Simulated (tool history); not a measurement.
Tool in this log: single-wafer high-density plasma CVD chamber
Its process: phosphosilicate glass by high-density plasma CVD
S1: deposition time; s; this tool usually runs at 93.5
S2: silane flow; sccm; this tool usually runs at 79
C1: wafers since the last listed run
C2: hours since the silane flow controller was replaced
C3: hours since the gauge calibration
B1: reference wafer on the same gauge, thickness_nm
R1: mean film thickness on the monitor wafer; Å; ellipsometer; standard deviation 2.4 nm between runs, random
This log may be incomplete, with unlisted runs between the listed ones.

Run 1, day 0: usual settings; C1 0; C2 3398.9; C3 77.5; B1 559.977. Result: R1 6745.52 Å.
Run 2, day 2.042: usual settings; C1 386; C2 3447.9; C3 126.5; B1 559.888. Result: R1 6760.49 Å.
Run 3, day 3.579: usual settings; C1 290; C2 3484.8; C3 163.4; B1 560.114. Result: R1 6786.81 Å.
Run 4, day 6.142: usual settings; C1 484; C2 3546.3; C3 224.9; B1 559.706. Result: R1 6774.09 Å.
Run 5, day 7.812: usual settings; C1 316; C2 3586.4; C3 265; B1 559.953. Result: R1 6793.84 Å.
Run 6, day 9.308: usual settings but S2 89 sccm; C1 282; C2 3622.3; C3 300.9; B1 560.109. Result: R1 7672.72 Å.
Run 7, day 11.15: usual settings but S2 89 sccm; C1 348; C2 3666.5; C3 345.1; B1 560.065. Result: R1 7626.22 Å.
Run 8, day 12.521: usual settings but S2 89 sccm; C1 259; C2 3699.4; C3 378; B1 559.816. Result: R1 7607.44 Å.
At day 13.408: silane flow controller replaced.
Run 9, day 14.462: usual settings; C1 304; C2 25.3; C3 424.6; B1 560.142. Result: R1 6808.28 Å.
Run 10, day 15.996: usual settings; C1 290; C2 62.1; C3 461.4; B1 559.73. Result: R1 6781.49 Å.
Run 11, day 17.796: usual settings but S2 85 sccm; C1 340; C2 105.3; C3 504.6; B1 560.052. Result: R1 7275.59 Å.
Run 12, day 19.733: usual settings; C1 366; C2 151.8; C3 551.1; B1 559.839. Result: R1 6793.47 Å.
At day 21.258: gauge calibrated.
Run 13, day 22.542: usual settings but S1 101.3 s, S2 65 sccm; C1 531; C2 219.2; C3 30.8; B1 560.303. Result: R1 6044.06 Å.
Run 14, day 24.55: usual settings but S1 110.1 s, S2 84 sccm; C1 379; C2 267.4; C3 79; B1 559.933. Result: R1 8496.08 Å.
Run 15, day 27.312: usual settings but S1 107.7 s; C1 522; C2 333.7; C3 145.3; B1 560.128. Result: R1 7792.43 Å.
Run 16, day 29.908: usual settings but S1 76.2 s, S2 74 sccm; C1 491; C2 396; C3 207.6; B1 559.963. Result: R1 5168.71 Å.
Run 17, day 32.9: usual settings; C1 565; C2 467.8; C3 279.4; B1 559.909. Result: R1 6806.95 Å.
Run 18, day 35.621: usual settings but S1 80 s, S2 67 sccm; C1 514; C2 533.1; C3 344.7; B1 560.148. Result: R1 4918.87 Å.
Run 19, day 37.75: usual settings but S1 86.5 s, S2 94 sccm; C1 402; C2 584.2; C3 395.8; B1 559.968. Result: R1 7462.96 Å.
Run 20, day 40.233: usual settings but S1 107.1 s, S2 91 sccm; C1 469; C2 643.8; C3 455.4; B1 560.041. Result: R1 8927 Å.

The tool's hidden state at each run:
delivered silane flow above the setpoint (%): 0 at every run
gauge reads high (%): 0 at every run
